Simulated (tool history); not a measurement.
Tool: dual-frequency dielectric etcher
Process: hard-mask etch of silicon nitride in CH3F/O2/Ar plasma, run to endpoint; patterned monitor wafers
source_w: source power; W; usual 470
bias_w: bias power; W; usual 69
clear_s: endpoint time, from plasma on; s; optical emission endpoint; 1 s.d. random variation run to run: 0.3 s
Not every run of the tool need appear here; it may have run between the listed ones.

run,hour,source_w,bias_w,wafers since the last listed run,hours since the last wet clean,hours since the last source power generator calibration,hours since the last bias power generator calibration,hours since the last upper electrode change,"incoming incoming film thickness, nm",clear_s
1,0.0,400,69,0,378.7,1976.0,2393.7,3323.4,35.47,55.4
2,76.0,400,69,1189,454.7,2052.0,2469.7,3399.4,35.27,54.9
3,123.8,400,69,748,502.5,2099.8,2517.5,3447.2,35.67,55.1
4,204.3,500,77,1260,583.0,2180.3,2598.0,3527.7,35.54,47.5
# hour 244.7: wet clean of the chamber
5,268.0,500,77,621,23.3,2244.0,2661.7,3591.4,35.39,49.2
6,345.2,500,77,1208,100.5,2321.2,2738.9,3668.6,35.65,49.5
7,411.1,470,69,1031,166.4,2387.1,2804.8,3734.5,35.49,51.6
8,499.4,470,69,1382,254.7,2475.4,2893.1,3822.8,35.69,51.7
9,555.7,470,69,881,311.0,2531.7,2949.4,3879.1,35.65,51.3
10,633.7,470,69,1221,389.0,2609.7,3027.4,3957.1,35.54,51.0
11,680.9,470,69,738,436.2,2656.9,3074.6,4004.3,35.76,51.1
12,786.1,470,69,1646,541.4,2762.1,3179.8,4109.5,35.60,50.5
13,829.6,430,83,680,584.9,2805.6,3223.3,4153.0,35.30,49.0
# hour 853.9: wet clean of the chamber
14,937.2,430,83,1308,83.3,2913.2,3330.9,4260.6,35.60,52.3
15,1003.4,470,77,1036,149.5,2979.4,3397.1,4326.8,35.20,49.9
16,1187.4,470,69,2880,333.5,3163.4,3581.1,4510.8,35.69,52.2
17,1248.3,470,69,953,394.4,3224.3,3642.0,4571.7,35.41,51.2
18,1347.1,400,61,1546,493.2,3323.1,3740.8,4670.5,35.24,55.8
# hour 1407.2: wet clean of the chamber
# hour 1414.0: bias power generator calibrated
19,1438.1,540,77,986,30.9,3414.1,24.1,4761.5,35.10,47.3
# hour 1525.2: source power generator calibrated
# hour 1690.6: upper electrode replaced
20,1725.9,410,62,4067,318.7,200.7,311.9,35.3,35.30,55.9
21,1823.0,400,60,1520,415.8,297.8,409.0,132.4,35.77,57.9
22,1876.2,470,69,832,469.0,351.0,462.2,185.6,35.27,50.7
23,1952.6,470,69,1196,545.4,427.4,538.6,262.0,35.69,50.5
# hour 1986.1: wet clean of the chamber
24,2024.7,360,57,752,38.6,499.5,610.7,334.1,35.86,64.3
25,2095.9,470,79,1114,109.8,570.7,681.9,405.3,35.73,50.4
26,2199.3,470,69,1618,213.2,674.1,785.3,508.7,35.00,51.2
27,2286.5,470,69,1365,300.4,761.3,872.5,595.9,35.63,51.5
28,2342.0,420,58,868,355.9,816.8,928.0,651.4,35.43,56.6
29,2446.0,380,57,1628,459.9,920.8,1032.0,755.4,35.41,58.9
30,2526.5,430,62,1260,540.4,1001.3,1112.5,835.9,35.51,54.4
# hour 2550.8: wet clean of the chamber
31,2591.4,570,76,640,40.6,1066.2,1177.4,900.8,35.27,46.4
32,2687.8,470,69,1509,137.0,1162.6,1273.8,997.2,35.49,52.1
33,2746.9,530,69,925,196.1,1221.7,1332.9,1056.3,35.51,49.1

Selected run-to-run steps in clear_s, each split into two signed amounts: the part the tool would show with no hidden state at all (from settings, incoming material and random variation), and the remainder, which goes to the hidden state together with any gauge scatter not common to the measured and the hidden-state-free results:
Hidden conditions of the tool in this case: etch rate over this chamber's usual, %; source power that arrives over what is set, %; bias power that arrives over what is set, %.
Run 13 -> 14: wet clean of the chamber. clear_s +3.3 s: hidden state +2.5, all else +0.8.
Run 18 -> 19: source_w 400 -> 540, bias_w 61 -> 77, wet clean of the chamber, bias power generator calibrated. clear_s -8.5 s: hidden state +2.5, all else -11.0.
Run 19 -> 20: source_w 540 -> 410, bias_w 77 -> 62, source power generator calibrated, upper electrode replaced. clear_s +8.6 s: hidden state -1.6, all else +10.2.
Run 23 -> 24: source_w 470 -> 360, bias_w 69 -> 57, wet clean of the chamber. clear_s +13.8 s: hidden state +2.3, all else +11.5.
Run 24 -> 25: source_w 360 -> 470, bias_w 57 -> 79. clear_s -13.9 s: hidden state -0.2, all else -13.7.
Run 30 -> 31: source_w 430 -> 570, bias_w 62 -> 76, wet clean of the chamber. clear_s -8.0 s: hidden state +2.7, all else -10.7.
